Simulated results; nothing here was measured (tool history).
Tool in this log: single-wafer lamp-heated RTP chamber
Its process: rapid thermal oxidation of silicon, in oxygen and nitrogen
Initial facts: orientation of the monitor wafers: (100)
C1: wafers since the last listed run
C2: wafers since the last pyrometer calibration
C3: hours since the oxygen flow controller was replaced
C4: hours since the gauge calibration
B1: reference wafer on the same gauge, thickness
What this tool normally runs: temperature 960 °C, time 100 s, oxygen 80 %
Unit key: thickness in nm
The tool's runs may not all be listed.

{"run": 1, "hour": 0.0, "temperature": 950, "time": 100, "oxygen": 80, "C1": 0, "C2": 2005, "C3": 4140.7, "C4": 252.1, "B1": 5.919, "thickness": 4.722}
{"run": 2, "hour": 9.8, "temperature": 950, "time": 100, "oxygen": 80, "C1": 67, "C2": 2072, "C3": 4150.5, "C4": 261.9, "B1": 5.92, "thickness": 4.719}
{"run": 3, "hour": 22.7, "temperature": 950, "time": 100, "oxygen": 80, "C1": 88, "C2": 2161, "C3": 4163.4, "C4": 274.8, "B1": 5.919, "thickness": 4.721}
{"run": 4, "hour": 39.0, "temperature": 960, "time": 88, "oxygen": 56, "C1": 112, "C2": 2274, "C3": 4179.7, "C4": 291.1, "B1": 5.92, "thickness": 4.269}
{"run": 5, "hour": 92.5, "temperature": 960, "time": 100, "oxygen": 80, "C1": 369, "C2": 2643, "C3": 4233.2, "C4": 344.6, "B1": 5.92, "thickness": 5.092}
{"run": 6, "hour": 101.9, "temperature": 960, "time": 100, "oxygen": 80, "C1": 64, "C2": 2708, "C3": 4242.6, "C4": 354.0, "B1": 5.918, "thickness": 5.094}
{"run": 7, "hour": 112.0, "temperature": 950, "time": 89, "oxygen": 80, "C1": 69, "C2": 2777, "C3": 4252.7, "C4": 364.1, "B1": 5.92, "thickness": 4.494}
{"run": 8, "hour": 124.2, "temperature": 950, "time": 89, "oxygen": 80, "C1": 84, "C2": 2861, "C3": 4264.9, "C4": 376.3, "B1": 5.919, "thickness": 4.486}
{"run": 9, "hour": 140.6, "temperature": 960, "time": 100, "oxygen": 80, "C1": 113, "C2": 2975, "C3": 4281.3, "C4": 392.7, "B1": 5.918, "thickness": 5.094}
{"run": 10, "hour": 157.2, "temperature": 960, "time": 100, "oxygen": 80, "C1": 114, "C2": 3089, "C3": 4297.9, "C4": 409.3, "B1": 5.919, "thickness": 5.091}
{"run": 11, "hour": 169.6, "temperature": 960, "time": 100, "oxygen": 80, "C1": 85, "C2": 3175, "C3": 4310.3, "C4": 421.7, "B1": 5.921, "thickness": 5.108}
{"run": 12, "hour": 206.4, "temperature": 960, "time": 100, "oxygen": 80, "C1": 253, "C2": 3428, "C3": 4347.1, "C4": 458.5, "B1": 5.92, "thickness": 5.09}
{"run": 13, "hour": 220.5, "temperature": 960, "time": 100, "oxygen": 80, "C1": 97, "C2": 3526, "C3": 4361.2, "C4": 472.6, "B1": 5.921, "thickness": 5.09}
{"run": 14, "hour": 229.7, "temperature": 960, "time": 100, "oxygen": 80, "C1": 63, "C2": 3589, "C3": 4370.4, "C4": 481.8, "B1": 5.921, "thickness": 5.083}
{"run": 15, "hour": 246.0, "temperature": 960, "time": 100, "oxygen": 80, "C1": 112, "C2": 3702, "C3": 4386.7, "C4": 498.1, "B1": 5.921, "thickness": 5.089}
{"run": 16, "hour": 262.7, "temperature": 960, "time": 100, "oxygen": 80, "C1": 115, "C2": 3817, "C3": 4403.4, "C4": 514.8, "B1": 5.92, "thickness": 5.083}
{"hour": 264.4, "done": "gauge calibrated"}
{"run": 17, "hour": 269.9, "temperature": 960, "time": 100, "oxygen": 80, "C1": 49, "C2": 3867, "C3": 4410.6, "C4": 5.5, "B1": 5.921, "thickness": 5.081}
{"run": 18, "hour": 280.5, "temperature": 960, "time": 100, "oxygen": 80, "C1": 73, "C2": 3940, "C3": 4421.2, "C4": 16.1, "B1": 5.92, "thickness": 5.096}
{"run": 19, "hour": 297.1, "temperature": 960, "time": 74, "oxygen": 80, "C1": 114, "C2": 4054, "C3": 4437.8, "C4": 32.7, "B1": 5.92, "thickness": 4.48}
{"run": 20, "hour": 303.7, "temperature": 960, "time": 142, "oxygen": 89, "C1": 45, "C2": 4100, "C3": 4444.4, "C4": 39.3, "B1": 5.92, "thickness": 6.19}
{"run": 21, "hour": 315.2, "temperature": 932, "time": 113, "oxygen": 98, "C1": 79, "C2": 4179, "C3": 4455.9, "C4": 50.8, "B1": 5.922, "thickness": 4.648}
{"run": 22, "hour": 331.3, "temperature": 986, "time": 62, "oxygen": 98, "C1": 111, "C2": 4290, "C3": 4472.0, "C4": 66.9, "B1": 5.919, "thickness": 5.383}
{"run": 23, "hour": 345.5, "temperature": 976, "time": 79, "oxygen": 80, "C1": 97, "C2": 4388, "C3": 4486.2, "C4": 81.1, "B1": 5.92, "thickness": 5.187}
{"run": 24, "hour": 353.9, "temperature": 942, "time": 71, "oxygen": 52, "C1": 57, "C2": 4446, "C3": 4494.6, "C4": 89.5, "B1": 5.921, "thickness": 3.437}
{"run": 25, "hour": 369.5, "temperature": 975, "time": 100, "oxygen": 66, "C1": 107, "C2": 4554, "C3": 4510.2, "C4": 105.1, "B1": 5.921, "thickness": 5.332}
{"run": 26, "hour": 377.1, "temperature": 973, "time": 148, "oxygen": 98, "C1": 52, "C2": 4606, "C3": 4517.8, "C4": 112.7, "B1": 5.919, "thickness": 7.203}
{"run": 27, "hour": 410.8, "temperature": 960, "time": 100, "oxygen": 80, "C1": 232, "C2": 4839, "C3": 4551.5, "C4": 146.4, "B1": 5.919, "thickness": 5.107}
{"hour": 428.3, "done": "oxygen flow controller replaced"}
{"hour": 430.7, "done": "pyrometer window cleaned and pyrometer calibrated"}
{"run": 28, "hour": 431.2, "temperature": 960, "time": 100, "oxygen": 80, "C1": 68, "C2": 3, "C3": 2.9, "C4": 166.8, "B1": 5.92, "thickness": 5.007}
{"run": 29, "hour": 459.9, "temperature": 950, "time": 100, "oxygen": 80, "C1": 198, "C2": 201, "C3": 31.6, "C4": 195.5, "B1": 5.92, "thickness": 4.649}
{"run": 30, "hour": 471.5, "temperature": 943, "time": 134, "oxygen": 80, "C1": 80, "C2": 281, "C3": 43.2, "C4": 207.1, "B1": 5.922, "thickness": 5.017}
{"run": 31, "hour": 480.7, "temperature": 932, "time": 128, "oxygen": 66, "C1": 63, "C2": 344, "C3": 52.4, "C4": 216.3, "B1": 5.921, "thickness": 4.26}
{"run": 32, "hour": 487.4, "temperature": 960, "time": 100, "oxygen": 80, "C1": 46, "C2": 390, "C3": 59.1, "C4": 223.0, "B1": 5.92, "thickness": 5.022}
{"run": 33, "hour": 495.4, "temperature": 941, "time": 100, "oxygen": 80, "C1": 55, "C2": 446, "C3": 67.1, "C4": 231.0, "B1": 5.92, "thickness": 4.375}
{"run": 34, "hour": 508.7, "temperature": 943, "time": 100, "oxygen": 80, "C1": 91, "C2": 537, "C3": 80.4, "C4": 244.3, "B1": 5.918, "thickness": 4.443}
{"run": 35, "hour": 522.4, "temperature": 935, "time": 137, "oxygen": 98, "C1": 94, "C2": 632, "C3": 94.1, "C4": 258.0, "B1": 5.922, "thickness": 5.107}
{"run": 36, "hour": 538.3, "temperature": 960, "time": 100, "oxygen": 80, "C1": 109, "C2": 742, "C3": 110.0, "C4": 273.9, "B1": 5.919, "thickness": 5.033}
{"run": 37, "hour": 573.6, "temperature": 940, "time": 100, "oxygen": 98, "C1": 243, "C2": 985, "C3": 145.3, "C4": 309.2, "B1": 5.92, "thickness": 4.651}

Consider 5 possible next runs. They are alternatives, not a sequence: every one starts from the tool as it was left by run 37. What does each give?
{"run": "A", "hour": 574.1, "temperature": 960, "time": 100, "oxygen": 54, "C1": 3, "C2": 989, "C3": 145.8, "C4": 309.7, "B1": "?", "thickness": "?"}
{"run": "B", "hour": 574.1, "temperature": 960, "time": 78, "oxygen": 80, "C1": 3, "C2": 989, "C3": 145.8, "C4": 309.7, "B1": "?", "thickness": "?"}
{"run": "C", "hour": 574.1, "temperature": 960, "time": 76, "oxygen": 80, "C1": 3, "C2": 989, "C3": 145.8, "C4": 309.7, "B1": "?", "thickness": "?"}
{"run": "D", "hour": 574.1, "temperature": 933, "time": 100, "oxygen": 98, "C1": 3, "C2": 989, "C3": 145.8, "C4": 309.7, "B1": "?", "thickness": "?"}
{"run": "E", "hour": 574.1, "temperature": 960, "time": 100, "oxygen": 67, "C1": 3, "C2": 989, "C3": 145.8, "C4": 309.7, "B1": "?", "thickness": "?"}

run=A B1=5.920 thickness=4.439
run=B B1=5.920 thickness=4.539
run=C B1=5.920 thickness=4.490
run=D B1=5.920 thickness=4.407
run=E B1=5.920 thickness=4.759
Without the tool's hidden state the same runs would have given:
run=A thickness=4.395
run=B thickness=4.493
run=C thickness=4.444
run=D thickness=4.361
run=E thickness=4.710

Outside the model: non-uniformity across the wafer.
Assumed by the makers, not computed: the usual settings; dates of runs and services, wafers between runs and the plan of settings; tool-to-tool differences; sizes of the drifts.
